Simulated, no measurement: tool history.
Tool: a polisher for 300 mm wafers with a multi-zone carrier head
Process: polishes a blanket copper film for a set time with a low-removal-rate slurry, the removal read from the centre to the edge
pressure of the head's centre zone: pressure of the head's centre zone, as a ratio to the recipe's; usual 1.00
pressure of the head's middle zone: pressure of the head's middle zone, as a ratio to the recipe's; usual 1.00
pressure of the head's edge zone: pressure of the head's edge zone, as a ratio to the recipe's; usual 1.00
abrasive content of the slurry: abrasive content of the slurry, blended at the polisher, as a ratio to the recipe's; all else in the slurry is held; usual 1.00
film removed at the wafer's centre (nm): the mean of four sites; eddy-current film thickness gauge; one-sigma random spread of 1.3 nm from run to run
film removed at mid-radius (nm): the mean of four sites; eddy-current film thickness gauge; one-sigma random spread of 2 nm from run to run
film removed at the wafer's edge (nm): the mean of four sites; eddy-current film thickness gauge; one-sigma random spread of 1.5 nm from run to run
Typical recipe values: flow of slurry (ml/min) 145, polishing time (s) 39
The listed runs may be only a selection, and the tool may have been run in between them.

run,hour,flow of slurry (ml/min),pressure of the head's centre zone,pressure of the head's middle zone,pressure of the head's edge zone,abrasive content of the slurry,polishing time (s),wafers since the last listed run,wafers polished on this pad,hours since the slurry nozzle was cleaned,hours since the centre zone pressure was calibrated,hours since the edge zone pressure was calibrated,hours since the carrier head's membrane was replaced,"incoming thickness of the incoming film, nm",film removed at the wafer's centre (nm),film removed at mid-radius (nm),film removed at the wafer's edge (nm)
1,0.0,145,1.00,1.00,1.00,1.00,39,0,1669,62.5,1292.7,376.1,1419.3,609.7,116.7,132.6,123.0
2,36.2,145,0.91,1.00,1.00,1.00,39,395,2065,98.7,1328.9,412.3,1455.5,613.9,107.5,130.3,120.9
3,83.4,145,0.91,1.00,1.00,1.00,39,515,2581,145.9,1376.1,459.5,1502.7,610.3,103.3,128.6,121.6
# hour 158.5: worn pad replaced by a new one
4,162.3,145,1.00,1.00,1.00,1.00,39,818,41,224.8,1455.0,538.4,1581.6,615.5,120.7,132.7,129.1
5,198.8,145,1.08,1.00,1.00,1.00,39,398,440,261.3,1491.5,574.9,1618.1,617.4,127.6,136.5,125.3
6,267.6,145,1.08,1.00,1.00,1.00,39,752,1192,330.1,1560.3,643.7,1686.9,616.5,126.8,131.1,126.6
7,314.9,145,1.08,1.00,1.00,1.00,39,517,1709,377.4,1607.6,691.0,1734.2,625.6,125.7,130.7,124.6
# hour 348.1: centre zone pressure recalibrated
8,382.7,145,1.00,1.00,1.00,1.00,39,719,2429,445.2,34.6,758.8,1802.0,613.5,122.7,128.2,121.1
# hour 416.9: worn pad replaced by a new one
# hour 418.1: slurry nozzle cleaned
9,429.6,145,1.00,1.00,1.00,1.00,39,458,127,11.5,81.5,805.7,1848.9,619.5,131.4,137.2,130.2
# hour 452.1: carrier head's membrane replaced by a new one
10,607.2,145,1.08,1.00,1.00,1.00,39,1886,2014,189.1,259.1,983.3,155.1,622.3,137.0,132.5,121.7
11,678.5,120,1.00,1.07,1.00,1.00,39,779,2793,260.4,330.4,1054.6,226.4,621.3,117.3,129.2,118.2
# hour 690.3: worn pad replaced by a new one
12,721.3,145,1.12,1.00,0.95,1.00,39,424,338,303.2,373.2,1097.4,269.2,615.0,145.5,135.7,125.9
13,754.7,145,0.94,1.00,1.00,0.90,39,365,703,336.6,406.6,1130.8,302.6,620.5,114.7,133.7,119.7
# hour 775.1: edge zone pressure recalibrated
14,810.7,190,1.08,0.95,1.00,1.00,31,590,1293,392.6,462.6,35.6,358.6,630.9,113.2,107.3,103.5
15,838.9,115,1.10,1.00,1.00,1.00,29,308,1602,420.8,490.8,63.8,386.8,625.8,94.4,95.7,88.3
# hour 856.4: slurry nozzle cleaned
16,887.4,145,1.00,1.00,1.00,1.00,39,519,2121,31.0,539.3,112.3,435.3,619.6,121.9,127.8,123.9
17,952.0,145,1.00,0.92,1.00,1.25,53,706,2827,95.6,603.9,176.9,499.9,616.3,174.3,171.7,174.0
# hour 997.5: worn pad replaced by a new one
18,999.4,145,1.00,1.00,1.00,1.00,39,474,20,143.0,651.3,224.3,547.3,628.5,128.6,137.6,129.9
19,1061.7,160,1.00,1.00,1.00,1.00,30,680,701,205.3,713.6,286.6,609.6,621.4,98.2,106.5,99.4
20,1128.0,145,1.00,1.09,1.06,1.00,39,724,1426,271.6,779.9,352.9,675.9,611.2,122.4,145.8,131.2
21,1177.3,145,1.00,1.00,1.00,0.80,39,538,1965,320.9,829.2,402.2,725.2,610.7,114.3,125.8,116.2
22,1227.0,195,0.90,1.00,1.07,0.90,39,543,2508,370.6,878.9,451.9,774.9,613.3,110.5,135.7,129.4

Here are 3 independent what-if runs from the current tool condition. What would each one return?
A,1227.4,145,1.00,1.00,1.00,1.00,31,4,2512,371.0,879.3,452.3,775.3,621.7,?,?,?
B,1227.4,145,1.00,1.00,1.11,1.00,39,4,2512,371.0,879.3,452.3,775.3,621.7,?,?,?
C,1227.4,145,1.00,0.92,1.08,0.85,39,4,2512,371.0,879.3,452.3,775.3,621.7,?,?,?

run,film removed at the wafer's centre (nm),film removed at mid-radius (nm),film removed at the wafer's edge (nm)
A,94.8,102.6,97.0
B,119.2,129.0,128.5
C,114.0,116.5,121.3
Stripped of hidden state, with their random variation kept, the same runs would have yielded:
run,film removed at the wafer's centre (nm),film removed at mid-radius (nm),film removed at the wafer's edge (nm)
A,106.4,108.6,102.8
B,133.8,136.7,136.2
C,127.9,123.5,128.6
